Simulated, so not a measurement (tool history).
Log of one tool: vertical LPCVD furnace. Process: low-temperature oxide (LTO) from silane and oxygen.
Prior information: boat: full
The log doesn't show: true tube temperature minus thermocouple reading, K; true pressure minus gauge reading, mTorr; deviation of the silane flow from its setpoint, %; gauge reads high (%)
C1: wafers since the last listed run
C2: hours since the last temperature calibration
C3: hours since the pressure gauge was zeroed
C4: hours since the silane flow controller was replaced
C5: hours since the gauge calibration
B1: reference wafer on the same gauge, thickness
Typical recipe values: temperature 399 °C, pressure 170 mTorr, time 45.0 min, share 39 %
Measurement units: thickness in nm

run 1 day=0.000 | temperature=399 pressure=170 time=45.0 share=34 | C1=0 C2=1324.1 C3=4891.5 C4=3334.0 C5=25.7 | B1=313.01 | thickness=265.68
run 2 day=1.433 | temperature=399 pressure=170 time=45.0 share=34 | C1=360 C2=1358.5 C3=4925.9 C4=3368.4 C5=60.1 | B1=313.08 | thickness=265.99
run 3 day=4.033 | temperature=399 pressure=170 time=45.0 share=34 | C1=654 C2=1420.9 C3=4988.3 C4=3430.8 C5=122.5 | B1=312.97 | thickness=268.26
run 4 day=5.354 | temperature=399 pressure=170 time=45.0 share=39 | C1=332 C2=1452.6 C3=5020.0 C4=3462.5 C5=154.2 | B1=312.66 | thickness=317.93
-- day=7.412 silane flow controller replaced
run 5 day=7.433 | temperature=399 pressure=170 time=45.0 share=39 | C1=271 C2=1502.5 C3=5069.9 C4=0.5 C5=204.1 | B1=312.81 | thickness=320.80
run 6 day=8.196 | temperature=399 pressure=180 time=45.0 share=39 | C1=191 C2=1520.8 C3=5088.2 C4=18.8 C5=222.4 | B1=313.47 | thickness=340.24
run 7 day=9.029 | temperature=399 pressure=180 time=45.0 share=39 | C1=209 C2=1540.8 C3=5108.2 C4=38.8 C5=242.4 | B1=312.93 | thickness=338.93
-- day=10.292 gauge calibrated
-- day=11.158 pressure gauge zeroed
run 8 day=11.179 | temperature=399 pressure=170 time=45.0 share=39 | C1=289 C2=1592.4 C3=0.5 C4=90.4 C5=21.3 | B1=313.45 | thickness=320.08
run 9 day=11.362 | temperature=399 pressure=170 time=45.0 share=39 | C1=46 C2=1596.8 C3=4.9 C4=94.8 C5=25.7 | B1=313.35 | thickness=321.06
run 10 day=11.662 | temperature=399 pressure=170 time=33.5 share=44 | C1=75 C2=1604.0 C3=12.1 C4=102.0 C5=32.9 | B1=313.03 | thickness=274.25
run 11 day=12.800 | temperature=399 pressure=170 time=45.0 share=39 | C1=286 C2=1631.3 C3=39.4 C4=129.3 C5=60.2 | B1=312.87 | thickness=321.34
run 12 day=14.188 | temperature=407 pressure=135 time=45.0 share=34 | C1=349 C2=1664.6 C3=72.7 C4=162.6 C5=93.5 | B1=312.90 | thickness=233.48
-- day=15.429 thermocouples replaced and temperature profile calibrated
run 13 day=15.450 | temperature=399 pressure=170 time=50.0 share=39 | C1=66 C2=0.5 C3=103.0 C4=192.9 C5=123.8 | B1=313.12 | thickness=343.94
run 14 day=16.600 | temperature=399 pressure=170 time=45.0 share=39 | C1=289 C2=28.1 C3=130.6 C4=220.5 C5=151.4 | B1=312.86 | thickness=309.75
run 15 day=17.988 | temperature=408 pressure=170 time=34.0 share=32 | C1=349 C2=61.4 C3=163.9 C4=253.8 C5=184.7 | B1=312.84 | thickness=200.95
run 16 day=19.396 | temperature=410 pressure=170 time=45.0 share=39 | C1=354 C2=95.2 C3=197.7 C4=287.6 C5=218.5 | B1=313.08 | thickness=349.20
run 17 day=20.112 | temperature=399 pressure=170 time=54.5 share=39 | C1=180 C2=112.4 C3=214.9 C4=304.8 C5=235.7 | B1=312.95 | thickness=376.13

Alternative continuations, all from the tool just after run 17; predict every row:
run A day=20.300 | temperature=394 pressure=170 time=45.0 share=39 | C1=47 C2=116.9 C3=219.4 C4=309.3 C5=240.2 | B1=? | thickness=?
run B day=20.300 | temperature=406 pressure=205 time=29.0 share=36 | C1=47 C2=116.9 C3=219.4 C4=309.3 C5=240.2 | B1=? | thickness=?
run C day=20.300 | temperature=399 pressure=170 time=45.0 share=35 | C1=47 C2=116.9 C3=219.4 C4=309.3 C5=240.2 | B1=? | thickness=?
run D day=20.300 | temperature=394 pressure=140 time=45.0 share=39 | C1=47 C2=116.9 C3=219.4 C4=309.3 C5=240.2 | B1=? | thickness=?
run E day=20.300 | temperature=395 pressure=170 time=57.5 share=39 | C1=47 C2=116.9 C3=219.4 C4=309.3 C5=240.2 | B1=? | thickness=?

run=A B1=313.32 thickness=292.50
run=B B1=313.32 thickness=235.05
run=C B1=313.32 thickness=269.33
run=D B1=313.32 thickness=240.88
run=E B1=313.32 thickness=378.01
With no hidden state in the tool, these same runs would have given:
run=A thickness=291.23
run=B thickness=234.06
run=C thickness=268.15
run=D thickness=239.83
run=E thickness=376.38
